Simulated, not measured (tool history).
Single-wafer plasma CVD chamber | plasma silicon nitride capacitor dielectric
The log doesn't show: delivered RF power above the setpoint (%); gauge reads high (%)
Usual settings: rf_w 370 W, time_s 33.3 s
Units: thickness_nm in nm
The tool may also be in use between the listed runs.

run	hour	rf_w	time_s	wafers since the last listed run	hours since the last RF generator calibration	hours since the showerhead was replaced	hours since the gauge calibration	read-back reference wafer on the same gauge, thickness_nm	thickness_nm
1	0	370	33.3	0	1353.5	5910.2	402	39.396	42.858
2	33.9	370	33.3	511	1387.4	5944.1	435.9	39.395	42.866
3	57.2	370	33.3	351	1410.7	5967.4	459.2	39.403	42.897
4	90.9	370	36.6	508	1444.4	6001.1	492.9	39.398	46.986
5	121.9	370	36.6	467	1475.4	6032.1	523.9	39.41	46.86
6	136	370	36.6	212	1489.5	6046.2	538	39.409	46.947
7	164.6	370	33.3	431	1518.1	6074.8	566.6	39.407	42.842
8	181.1	415	33.3	248	1534.6	6091.3	583.1	39.406	44.125
9	195.5	415	33.3	217	1549	6105.7	597.5	39.404	44.298
10	225.8	415	33.3	457	1579.3	6136	627.8	39.41	44.15
11	245.1	330	33.3	291	1598.6	6155.3	647.1	39.399	41.296
12	280.2	330	33.3	529	1633.7	6190.4	682.2	39.413	41.285
13	311.6	330	33.3	473	1665.1	6221.8	713.6	39.404	41.509
14	345.1	370	33.3	505	1698.6	6255.3	747.1	39.403	42.792
15	378.9	370	34.7	509	1732.4	6289.1	780.9	39.402	44.502
16	413.2	400	33.3	517	1766.7	6323.4	815.2	39.395	43.648
17	437.9	320	31.4	372	1791.4	6348.1	839.9	39.403	38.489
# hour 469.6: showerhead replaced
18	470.1	340	33.3	365	1823.6	0.5	872.1	39.414	41.482
19	488.6	340	33.3	279	1842.1	19	890.6	39.403	41.633
20	520.6	425	33.3	482	1874.1	51	922.6	39.398	44.262
21	542.4	435	27.7	328	1895.9	72.8	944.4	39.402	36.911
22	554.9	395	26.8	188	1908.4	85.3	956.9	39.42	34.765
23	577.4	425	33.3	339	1930.9	107.8	979.4	39.39	44.141
24	591.6	350	26.8	214	1945.1	122	993.6	39.414	33.621
25	613.1	370	33.3	324	1966.6	143.5	1015.1	39.407	42.54
26	637	330	29.7	360	1990.5	167.4	1039	39.393	36.619
27	659	390	39	331	2012.5	189.4	1061	39.408	50.503
28	673.8	410	31.4	223	2027.3	204.2	1075.8	39.406	41.225
# hour 694.2: RF generator calibrated
29	697.9	395	29.4	242	3.7	228.3	1099.9	39.4	38.653
# hour 720: gauge calibrated
30	736	325	38.1	574	41.8	266.4	16	39.411	47.682
31	764.5	350	33.3	429	70.3	294.9	44.5	39.402	42.362
32	780.6	390	39.7	242	86.4	311	60.6	39.39	52.091
33	794.8	400	28.3	214	100.6	325.2	74.8	39.406	37.353
34	815.8	370	38	316	121.6	346.2	95.8	39.413	49.328
35	835.5	440	38.9	297	141.3	365.9	115.5	39.391	52.925
36	860.2	335	26.9	372	166	390.6	140.2	39.393	33.835
37	878.8	370	33.3	280	184.6	409.2	158.8	39.404	43.163
38	893.2	370	33.3	217	199	423.6	173.2	39.407	43.038
39	921.8	345	35	431	227.6	452.2	201.8	39.398	44.371
40	957	430	39.1	530	262.8	487.4	237	39.399	52.793

The same runs without the tool's hidden state, with the same run-to-run variation:
run	thickness_nm
1	43.236
2	43.262
3	43.306
4	47.455
5	47.348
6	47.444
7	43.312
8	44.62
9	44.804
10	44.674
11	41.798
12	41.808
13	42.055
14	43.378
15	45.135
16	44.293
17	39.074
18	42.135
19	42.301
20	44.998
21	37.538
22	35.364
23	44.919
24	34.223
25	43.318
26	37.305
27	51.471
28	42.027
29	38.723
30	47.769
31	42.439
32	52.187
33	37.423
34	49.421
35	53.026
36	33.901
37	43.248
38	43.124
39	44.462
40	52.905

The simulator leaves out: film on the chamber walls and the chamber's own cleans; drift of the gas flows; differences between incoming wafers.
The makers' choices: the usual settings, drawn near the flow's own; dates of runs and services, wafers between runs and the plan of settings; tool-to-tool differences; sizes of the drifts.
